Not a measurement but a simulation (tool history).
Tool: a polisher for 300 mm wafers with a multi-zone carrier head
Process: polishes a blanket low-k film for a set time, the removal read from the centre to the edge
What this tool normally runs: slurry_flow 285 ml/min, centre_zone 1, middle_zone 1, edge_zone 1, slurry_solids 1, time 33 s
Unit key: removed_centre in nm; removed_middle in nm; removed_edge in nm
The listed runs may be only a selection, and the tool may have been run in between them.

run   hour  slurry_flow  centre_zone  middle_zone  edge_zone  slurry_solids  time  incoming thickness of the incoming film, nm  removed_centre  removed_middle  removed_edge
  1      0          285            1            1       0.92              1    33                                        702.2            11.7            11.6          11.3
      69.9  -- worn pad replaced by a new one
  2   84.8          285            1            1          1              1    33                                        710.3              12            12.2          12.2
  3  168.9          285            1            1          1            1.1    33                                        695.2            12.2            12.4          12.4
     195.2  -- slurry nozzle cleaned
  4  239.5          190         0.96            1          1              1    33                                        714.3            10.6            11.1          11.3
     321.4  -- carrier head's membrane replaced by a new one
  5  341.4          285            1            1          1              1    33                                        706.3            11.7            11.9            12
  6  420.8          285            1            1          1              1    33                                        698.7            11.6            11.9          11.8
     457.1  -- centre zone pressure recalibrated
  7  495.2          285            1            1          1            1.2    43                                        693.8            16.3            16.4          16.2
  8  605.5          285            1            1          1              1    33                                        710.8            11.6            11.8          11.7
     651.9  -- worn pad replaced by a new one
  9  693.5          285            1            1        0.9              1    33                                        701.7            11.9            12.2          11.5
 10  742.1          285            1            1          1              1    33                                        685.8            11.7              12            12
     829.5  -- slurry nozzle cleaned
 11  838.2          285         1.05            1          1              1    24                                        698.3               9             8.6           8.7
 12  885.6          285         0.89            1          1              1    33                                        710.6            10.5            11.9            12
 13  954.3          285            1         1.08          1            0.9    33                                        702.8            11.3            12.3          11.3

For run 14, what comes out?
      966.9  -- carrier head's membrane replaced by a new one
 14  1053.1          330            1         1.07          1              1    33                                        711.3               ?               ?             ?

{"run 14": {"removed_centre": 11.9, "removed_middle": 12.6, "removed_edge": 12}}
With the hidden condition absent and the run-to-run variation left alone, this run would have shown removed_centre 12.2 nm, removed_middle 13 nm, removed_edge 12.4 nm.

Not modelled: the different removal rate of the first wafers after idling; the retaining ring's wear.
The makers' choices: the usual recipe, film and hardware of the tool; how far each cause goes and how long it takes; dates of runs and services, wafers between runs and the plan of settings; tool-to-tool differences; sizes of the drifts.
